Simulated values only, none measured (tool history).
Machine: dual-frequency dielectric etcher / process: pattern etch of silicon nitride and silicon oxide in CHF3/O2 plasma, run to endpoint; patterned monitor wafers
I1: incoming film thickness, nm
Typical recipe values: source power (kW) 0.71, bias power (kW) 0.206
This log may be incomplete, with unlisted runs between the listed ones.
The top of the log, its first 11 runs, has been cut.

run 12 hour=317.5 | source_power_(kW)=0.63 bias_power_(kW)=0.167 | I1=299.1 | endpoint_time_(s)=193.7
run 13 hour=353.1 | source_power_(kW)=0.71 bias_power_(kW)=0.206 | I1=295.2 | endpoint_time_(s)=172.9
-- hour=392 wet clean of the chamber
-- hour=397.7 upper electrode replaced
run 14 hour=398.2 | source_power_(kW)=0.86 bias_power_(kW)=0.184 | I1=298.4 | endpoint_time_(s)=175
run 15 hour=409.9 | source_power_(kW)=0.71 bias_power_(kW)=0.166 | I1=295.9 | endpoint_time_(s)=190.6
run 16 hour=442.7 | source_power_(kW)=0.71 bias_power_(kW)=0.184 | I1=296.8 | endpoint_time_(s)=185.1
run 17 hour=477.1 | source_power_(kW)=0.88 bias_power_(kW)=0.206 | I1=296.9 | endpoint_time_(s)=164
run 18 hour=491.4 | source_power_(kW)=0.71 bias_power_(kW)=0.206 | I1=298.7 | endpoint_time_(s)=176.4
run 19 hour=507.2 | source_power_(kW)=0.56 bias_power_(kW)=0.24 | I1=300.1 | endpoint_time_(s)=188.3
run 20 hour=532.8 | source_power_(kW)=0.88 bias_power_(kW)=0.184 | I1=301.3 | endpoint_time_(s)=173.8
run 21 hour=624.9 | source_power_(kW)=0.53 bias_power_(kW)=0.176 | I1=297.5 | endpoint_time_(s)=206
-- hour=645.8 bias power generator calibrated
run 22 hour=650.1 | source_power_(kW)=0.71 bias_power_(kW)=0.23 | I1=298.6 | endpoint_time_(s)=168.9
run 23 hour=662.9 | source_power_(kW)=0.71 bias_power_(kW)=0.206 | I1=297.5 | endpoint_time_(s)=178.5
run 24 hour=677 | source_power_(kW)=0.64 bias_power_(kW)=0.252 | I1=298.1 | endpoint_time_(s)=169.6
run 25 hour=753.3 | source_power_(kW)=0.81 bias_power_(kW)=0.206 | I1=298.4 | endpoint_time_(s)=167.6
run 26 hour=782.7 | source_power_(kW)=0.56 bias_power_(kW)=0.192 | I1=297.6 | endpoint_time_(s)=193.4
run 27 hour=815.2 | source_power_(kW)=0.63 bias_power_(kW)=0.243 | I1=299.6 | endpoint_time_(s)=171.2

What does the tool deliver on the next run?
run 28 hour=832.4 | source_power_(kW)=0.71 bias_power_(kW)=0.173 | I1=295.9 | endpoint_time_(s)=?

{"run 28": {"endpoint time (s)": 181.4}}
If the tool had no hidden condition, the same run with the same run-to-run variation would have returned endpoint time (s) 187.7.
